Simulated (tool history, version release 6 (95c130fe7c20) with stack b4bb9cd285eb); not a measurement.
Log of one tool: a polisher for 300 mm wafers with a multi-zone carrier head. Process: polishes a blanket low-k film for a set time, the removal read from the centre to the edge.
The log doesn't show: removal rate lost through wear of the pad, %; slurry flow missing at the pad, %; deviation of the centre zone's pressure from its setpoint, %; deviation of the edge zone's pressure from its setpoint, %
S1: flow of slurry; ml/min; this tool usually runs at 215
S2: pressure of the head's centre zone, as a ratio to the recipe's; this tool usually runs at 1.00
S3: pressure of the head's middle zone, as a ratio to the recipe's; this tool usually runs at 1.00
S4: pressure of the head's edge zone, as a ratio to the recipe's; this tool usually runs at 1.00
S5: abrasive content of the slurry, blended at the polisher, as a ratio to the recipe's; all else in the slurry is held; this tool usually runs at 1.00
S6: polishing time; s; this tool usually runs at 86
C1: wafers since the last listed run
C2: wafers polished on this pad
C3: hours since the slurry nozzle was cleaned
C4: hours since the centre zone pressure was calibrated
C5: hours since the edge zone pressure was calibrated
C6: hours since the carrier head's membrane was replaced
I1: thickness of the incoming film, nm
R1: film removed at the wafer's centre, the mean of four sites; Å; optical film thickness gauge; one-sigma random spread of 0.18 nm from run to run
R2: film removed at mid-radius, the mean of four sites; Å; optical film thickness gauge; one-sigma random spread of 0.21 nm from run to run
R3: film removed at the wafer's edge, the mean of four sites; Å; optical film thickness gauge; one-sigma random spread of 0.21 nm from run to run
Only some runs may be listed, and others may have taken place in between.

run	day	S1	S2	S3	S4	S5	S6	C1	C2	C3	C4	C5	C6	I1	R1	R2	R3
1	0.000	215	1.00	0.97	1.00	1.00	86	0	40	406.0	655.4	307.8	517.9	612.3	159	154	159
2	2.154	215	1.00	0.97	1.00	1.00	86	393	433	457.7	707.1	359.5	569.6	593.2	155	152	160
3	4.396	215	1.00	1.00	1.00	1.00	86	409	842	511.5	760.9	413.3	623.4	598.8	152	153	156
# day 5.812: centre zone pressure recalibrated
4	8.021	255	1.00	1.00	1.00	0.90	86	646	1489	598.5	53.0	500.3	710.4	600.1	147	151	146
5	10.354	215	1.00	1.00	1.00	1.00	86	426	1915	654.5	109.0	556.3	766.4	606.0	153	147	150
6	12.850	215	1.00	1.00	1.00	1.00	86	455	2371	714.4	168.9	616.2	826.3	598.7	149	153	153
# day 14.150: worn pad replaced by a new one
7	15.400	215	1.00	1.00	1.00	1.00	86	435	228	775.6	230.1	677.4	887.5	595.7	159	161	157
# day 18.692: slurry nozzle cleaned
# day 26.146: worn pad replaced by a new one
8	26.533	215	1.00	1.00	1.00	1.00	86	1994	71	188.2	497.3	944.6	1154.7	590.2	157	162	162
9	29.629	215	1.00	1.00	1.00	1.00	86	565	636	262.5	571.6	1018.9	1229.0	602.3	153	157	155
10	33.917	215	1.00	1.00	1.00	1.00	86	782	1419	365.4	674.5	1121.8	1331.9	603.9	152	152	153
# day 34.800: carrier head's membrane replaced by a new one
11	35.783	215	1.08	1.00	1.00	1.00	86	302	1721	410.2	719.3	1166.6	23.6	594.4	161	151	149
# day 38.400: worn pad replaced by a new one
12	38.988	215	1.00	1.00	1.00	1.00	86	554	106	487.1	796.2	1243.5	100.5	591.0	158	160	159
# day 39.567: edge zone pressure recalibrated
13	41.708	215	1.00	1.06	1.00	1.00	86	481	588	552.4	861.5	51.4	165.8	602.0	153	164	158
# day 43.283: centre zone pressure recalibrated
14	44.562	215	1.00	1.00	1.00	1.00	86	505	1094	620.9	30.7	119.9	234.3	609.0	151	153	153
15	47.979	215	0.92	1.04	1.00	0.75	86	623	1718	702.9	112.7	201.9	316.3	599.1	119	136	134
# day 49.492: slurry nozzle cleaned
16	49.667	185	1.00	1.00	1.00	1.00	86	300	2018	4.2	153.2	242.4	356.8	607.2	144	146	150
17	51.817	215	1.11	1.00	1.00	1.00	86	392	2411	55.8	204.8	294.0	408.4	590.6	167	151	148
# day 53.121: worn pad replaced by a new one
18	53.475	215	1.00	1.00	1.00	1.00	86	272	65	95.6	244.6	333.8	448.2	606.2	159	157	164
19	56.417	215	1.00	1.00	1.00	1.00	86	537	602	166.2	315.2	404.4	518.8	593.5	152	152	156
20	58.308	215	1.10	1.00	0.91	1.10	109	345	947	211.6	360.6	449.8	564.2	603.0	221	204	202
21	62.275	180	1.00	1.00	1.00	1.00	86	724	1671	306.8	455.8	545.0	659.4	598.1	145	142	148

Measured less the same run without the tool's hidden state. The same run-to-run variation is in both; the gauge's scatter may not be:
run	R1	R2	R3
1	-1	-1	+0
2	-5	-5	-5
3	-8	-7	-8
4	-9	-10	-9
5	-11	-10	-10
6	-11	-11	-11
7	-4	-4	-4
8	-1	-2	-2
9	-7	-7	-6
10	-9	-10	-10
11	-11	-10	-10
12	-2	-1	-2
13	-7	-7	-7
14	-9	-9	-9
15	-8	-9	-9
16	-10	-11	-10
17	-13	-11	-11
18	-2	-2	-2
19	-7	-7	-8
20	-13	-12	-12
21	-10	-10	-11
